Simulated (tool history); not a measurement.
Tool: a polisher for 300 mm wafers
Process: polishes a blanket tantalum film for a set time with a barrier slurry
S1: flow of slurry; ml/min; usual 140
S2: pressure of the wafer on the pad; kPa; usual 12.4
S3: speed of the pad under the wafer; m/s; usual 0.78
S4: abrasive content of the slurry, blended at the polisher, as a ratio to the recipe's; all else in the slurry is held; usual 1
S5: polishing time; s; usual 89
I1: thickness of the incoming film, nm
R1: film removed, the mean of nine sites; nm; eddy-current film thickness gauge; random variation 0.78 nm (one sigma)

run	hour	S1	S2	S3	S4	S5	I1	R1
1	0	140	12.4	0.78	1	89	318.7	113.9
# hour 31.6: slurry nozzle cleaned
2	47.8	140	12.4	0.78	1	89	322.3	117.4
# hour 75.5: worn pad replaced by a new one
3	95.3	140	12.4	0.78	1	89	323.2	116.8
4	133.9	140	12.4	0.78	1	89	321	117.3
5	184.3	140	12.4	0.84	1	89	323.5	124.5
# hour 232.6: worn pad replaced by a new one
6	244.8	140	12.4	0.84	1	89	320.8	123.3
# hour 282.2: slurry blender recalibrated
7	287.5	140	12.4	0.78	1	89	323.6	114.9
# hour 379.8: worn pad replaced by a new one
8	402.9	140	12.4	0.78	1	89	314.2	113.5
9	427.5	140	8.3	0.78	1	65	317.3	55.1
10	478	140	9.7	0.78	1	89	320.1	88.7
# hour 507.9: worn pad replaced by a new one
11	512.5	140	12.4	0.66	1	89	315	98
# hour 527: head pressure recalibrated
12	581	140	12.4	0.78	1	89	314.5	113.6
# hour 587.1: slurry nozzle cleaned
13	633.7	140	12.4	0.78	1	89	324.6	118.3
# hour 652.7: worn pad replaced by a new one
# hour 665.9: slurry blender recalibrated
14	676.6	140	12.4	0.54	0.9	89	318.4	83
15	722.5	140	12.4	0.54	1.15	72	322.9	72.2
16	750.5	115	12.4	0.78	1	89	321.4	108.9

4 ways to go on from here, each from the tool as it stands after run 16. What would each give?
A	750.9	140	12.4	0.78	1	89	326.2	?
B	750.9	100	12.4	1.04	1.1	113	326.2	?
C	750.9	140	12.4	0.56	1	73	326.2	?
D	750.9	140	12.4	0.62	1	89	326.2	?

run	R1
A	115.8
B	177.2
C	72
D	95.4
Without the tool's hidden state the same runs would have given:
run	R1
A	118.8
B	183.6
C	73.8
D	97.9
